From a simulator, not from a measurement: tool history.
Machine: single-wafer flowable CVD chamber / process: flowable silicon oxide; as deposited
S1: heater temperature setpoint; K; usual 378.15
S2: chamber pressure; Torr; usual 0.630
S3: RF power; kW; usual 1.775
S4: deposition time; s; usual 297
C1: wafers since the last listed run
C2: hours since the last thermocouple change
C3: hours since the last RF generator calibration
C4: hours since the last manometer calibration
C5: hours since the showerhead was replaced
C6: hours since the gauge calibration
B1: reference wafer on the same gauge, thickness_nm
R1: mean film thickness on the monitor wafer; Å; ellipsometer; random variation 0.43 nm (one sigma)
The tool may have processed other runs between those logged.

| run | day | S1 | S2 | S3 | S4 | C1 | C2 | C3 | C4 | C5 | C6 | B1 | R1 |
|---|---|---|---|---|---|---|---|---|---|---|---|---|---|
| 1 | 0.000 | 378.15 | 0.630 | 1.775 | 297 | 0 | 851.0 | 1320.2 | 1364.3 | 6928.2 | 330.2 | 125.435 | 1146.17 |
| 2 | 1.988 | 378.15 | 0.630 | 1.775 | 297 | 235 | 898.7 | 1367.9 | 1412.0 | 6975.9 | 377.9 | 125.156 | 1146.31 |
| 3 | 6.112 | 378.15 | 0.630 | 1.775 | 297 | 488 | 997.7 | 1466.9 | 1511.0 | 7074.9 | 476.9 | 124.530 | 1133.37 |
| 4 | 9.433 | 378.15 | 0.630 | 1.775 | 297 | 393 | 1077.4 | 1546.6 | 1590.7 | 7154.6 | 556.6 | 124.237 | 1135.36 |
| 5 | 12.012 | 378.15 | 0.630 | 1.775 | 297 | 305 | 1139.3 | 1608.5 | 1652.6 | 7216.5 | 618.5 | 123.708 | 1131.07 |
| 6 | 15.221 | 378.15 | 0.705 | 1.775 | 297 | 379 | 1216.3 | 1685.5 | 1729.6 | 7293.5 | 695.5 | 123.599 | 1240.60 |
|  | 17.596 | thermocouple changed; heater temperature recalibrated |
|  | 18.442 | capacitance manometer re-zeroed and calibrated |
|  | 19.046 | gauge calibrated |
|  | 20.900 | RF generator calibrated |
| 7 | 23.217 | 378.15 | 0.705 | 1.775 | 297 | 828 | 134.9 | 55.6 | 114.6 | 7485.4 | 100.1 | 126.720 | 1268.40 |
| 8 | 26.546 | 378.15 | 0.705 | 1.775 | 297 | 394 | 214.8 | 135.5 | 194.5 | 7565.3 | 180.0 | 126.349 | 1269.28 |
|  | 28.288 | showerhead replaced |
| 9 | 29.221 | 378.15 | 0.630 | 1.870 | 297 | 277 | 279.0 | 199.7 | 258.7 | 22.4 | 244.2 | 125.710 | 1164.83 |
| 10 | 32.308 | 368.15 | 0.549 | 1.445 | 297 | 365 | 353.1 | 273.8 | 332.8 | 96.5 | 318.3 | 125.464 | 1286.46 |
| 11 | 35.142 | 378.15 | 0.630 | 1.775 | 297 | 335 | 421.1 | 341.8 | 400.8 | 164.5 | 386.3 | 125.155 | 1139.09 |
| 12 | 37.808 | 367.15 | 0.630 | 1.775 | 297 | 315 | 485.1 | 405.8 | 464.8 | 228.5 | 450.3 | 124.772 | 1569.56 |
| 13 | 41.612 | 378.15 | 0.745 | 2.035 | 340 | 450 | 576.4 | 497.1 | 556.1 | 319.8 | 541.6 | 124.300 | 1548.10 |
| 14 | 45.708 | 391.15 | 0.712 | 2.030 | 276 | 484 | 674.7 | 595.4 | 654.4 | 418.1 | 639.9 | 123.926 | 830.68 |
| 15 | 48.850 | 378.15 | 0.630 | 1.775 | 297 | 371 | 750.1 | 670.8 | 729.8 | 493.5 | 715.3 | 123.465 | 1126.31 |
|  | 50.038 | gauge calibrated |
| 16 | 52.908 | 384.15 | 0.750 | 1.580 | 324 | 480 | 847.5 | 768.2 | 827.2 | 590.9 | 68.9 | 126.561 | 1196.51 |

5 options for the next run, each taken on its own from the tool as it stands now. Forecast them:
| A | 52.929 | 378.15 | 0.630 | 1.890 | 297 | 2 | 848.0 | 768.7 | 827.7 | 591.4 | 69.4 | ? | ? |
| B | 52.929 | 378.15 | 0.630 | 1.775 | 275 | 2 | 848.0 | 768.7 | 827.7 | 591.4 | 69.4 | ? | ? |
| C | 52.929 | 378.15 | 0.630 | 1.775 | 313 | 2 | 848.0 | 768.7 | 827.7 | 591.4 | 69.4 | ? | ? |
| D | 52.929 | 391.15 | 0.630 | 2.020 | 297 | 2 | 848.0 | 768.7 | 827.7 | 591.4 | 69.4 | ? | ? |
| E | 52.929 | 378.15 | 0.630 | 1.640 | 297 | 2 | 848.0 | 768.7 | 827.7 | 591.4 | 69.4 | ? | ? |

| run | B1 | R1 |
|---|---|---|
| A | 126.639 | 1174.28 |
| B | 126.639 | 1072.31 |
| C | 126.639 | 1220.49 |
| D | 126.639 | 826.40 |
| E | 126.639 | 1135.77 |
With the hidden condition removed and each run's random variation left untouched, the same runs would have given:
| run | R1 |
|---|---|
| A | 1178.52 |
| B | 1076.19 |
| C | 1224.90 |
| D | 829.38 |
| E | 1139.87 |
